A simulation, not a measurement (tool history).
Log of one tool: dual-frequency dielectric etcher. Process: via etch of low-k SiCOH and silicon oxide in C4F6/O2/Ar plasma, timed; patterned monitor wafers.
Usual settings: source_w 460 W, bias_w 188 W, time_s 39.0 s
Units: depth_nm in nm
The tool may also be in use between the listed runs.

run,day,source_w,bias_w,time_s,"read-back reference wafer on the same gauge, depth_nm",depth_nm
1,0.000,500,171,39.0,109.0,111.1
2,0.858,500,171,39.0,108.9,111.2
3,1.892,500,171,39.0,109.1,110.5
4,2.625,460,188,39.0,108.9,111.2
5,3.142,460,188,39.0,108.9,112.3
6,4.575,460,188,39.0,108.9,111.0
7,5.883,460,188,39.0,108.7,110.4
8,6.588,460,188,39.0,108.9,109.6
9,7.421,460,188,39.0,109.2,110.6
# day 9.433: upper electrode replaced
10,9.454,460,218,34.5,109.0,102.5
11,9.525,460,218,34.5,109.0,103.7
12,10.133,460,218,34.5,109.1,102.7
# day 10.400: source power generator calibrated
# day 11.158: wet clean of the chamber
13,11.179,460,188,44.5,109.2,126.6
14,12.221,460,173,46.0,109.2,126.7
15,12.888,460,188,39.0,109.1,110.5
16,13.833,530,155,42.5,109.0,118.7
# day 14.533: bias power generator calibrated
17,15.133,460,188,47.0,109.1,133.9
# day 15.258: gauge calibrated
18,16.354,490,188,39.0,109.0,112.3
19,17.079,520,202,39.0,109.0,119.5
20,17.588,460,188,32.0,108.9,91.2
21,18.554,460,188,39.0,109.0,110.2
22,19.883,460,188,39.0,109.1,110.1
23,21.012,460,188,39.0,109.0,110.3
24,22.321,540,188,39.0,108.7,119.9
25,23.471,460,163,39.0,109.0,106.0
26,24.188,510,188,48.0,109.0,143.1

Forecast each of these 4 alternatives for the next run:
A,24.204,460,188,39.0,?,?
B,24.204,460,205,39.0,?,?
C,24.204,580,174,39.0,?,?
D,24.204,530,167,39.0,?,?

run,"read-back reference wafer on the same gauge, depth_nm",depth_nm
A,108.9,109.8
B,108.9,113.3
C,108.9,117.6
D,108.9,111.6
Without the tool's hidden state the same runs would have given:
run,depth_nm
A,109.8
B,113.3
C,117.6
D,111.6
